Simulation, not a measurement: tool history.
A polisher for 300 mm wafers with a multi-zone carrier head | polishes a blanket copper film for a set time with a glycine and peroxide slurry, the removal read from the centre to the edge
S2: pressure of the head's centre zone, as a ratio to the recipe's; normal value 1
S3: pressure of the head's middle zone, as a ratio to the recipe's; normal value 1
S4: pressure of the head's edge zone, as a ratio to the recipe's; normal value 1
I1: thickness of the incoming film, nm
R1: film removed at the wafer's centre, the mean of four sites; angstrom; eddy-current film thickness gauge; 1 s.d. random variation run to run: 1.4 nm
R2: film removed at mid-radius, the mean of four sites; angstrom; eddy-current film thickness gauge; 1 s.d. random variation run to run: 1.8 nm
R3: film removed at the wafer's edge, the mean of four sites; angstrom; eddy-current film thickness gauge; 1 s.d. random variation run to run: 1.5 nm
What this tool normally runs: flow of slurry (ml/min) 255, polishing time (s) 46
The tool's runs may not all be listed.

Run 1, hour 0: usual settings but S2 0.91, S4 0.94, polishing time (s) 60; I1 1893.9. Result: R1 1823 angstrom, R2 1799 angstrom, R3 1700 angstrom.
Run 2, hour 9.6: usual settings but flow of slurry (ml/min) 210, S3 1.12, S4 0.9, polishing time (s) 61; I1 1880.2. Result: R1 1952 angstrom, R2 1952 angstrom, R3 1705 angstrom.
At hour 17.1: carrier head's membrane replaced by a new one.
Run 3, hour 19.2: usual settings but flow of slurry (ml/min) 190, S2 1.08, S4 1.06, polishing time (s) 62; I1 1898.7. Result: R1 2102 angstrom, R2 1843 angstrom, R3 1842 angstrom.
At hour 32.8: centre zone pressure recalibrated.
Run 4, hour 33.3: usual settings but flow of slurry (ml/min) 215, S4 1.06, polishing time (s) 39; I1 1875.6. Result: R1 1141 angstrom, R2 1135 angstrom, R3 1179 angstrom.
Run 5, hour 39.4: usual settings; I1 1916.4. Result: R1 1362 angstrom, R2 1377 angstrom, R3 1352 angstrom.
At hour 51.3: worn pad replaced by a new one.
Run 6, hour 54.9: usual settings; I1 1872.4. Result: R1 1357 angstrom, R2 1368 angstrom, R3 1349 angstrom.
Run 7, hour 61.5: usual settings but S4 1.03; I1 1905.2. Result: R1 1367 angstrom, R2 1336 angstrom, R3 1350 angstrom.
Run 8, hour 76.9: usual settings but flow of slurry (ml/min) 285, S2 1.08, S4 0.92, polishing time (s) 58; I1 1904.2. Result: R1 1843 angstrom, R2 1753 angstrom, R3 1637 angstrom.
Run 9, hour 90.9: usual settings; I1 1898.3. Result: R1 1389 angstrom, R2 1366 angstrom, R3 1320 angstrom.
Run 10, hour 99.2: usual settings; I1 1899.4. Result: R1 1417 angstrom, R2 1377 angstrom, R3 1357 angstrom.

What will run 11 give?
Run 11, hour 107.8: usual settings but flow of slurry (ml/min) 335; I1 1881.8. Result: R1 ?, R2 ?, R3 ?.

Run 11 measured R1 1456 angstrom, R2 1395 angstrom, R3 1392 angstrom.
Without the tool's hidden state the same run would have given R1 1399 angstrom, R2 1395 angstrom, R3 1392 angstrom.
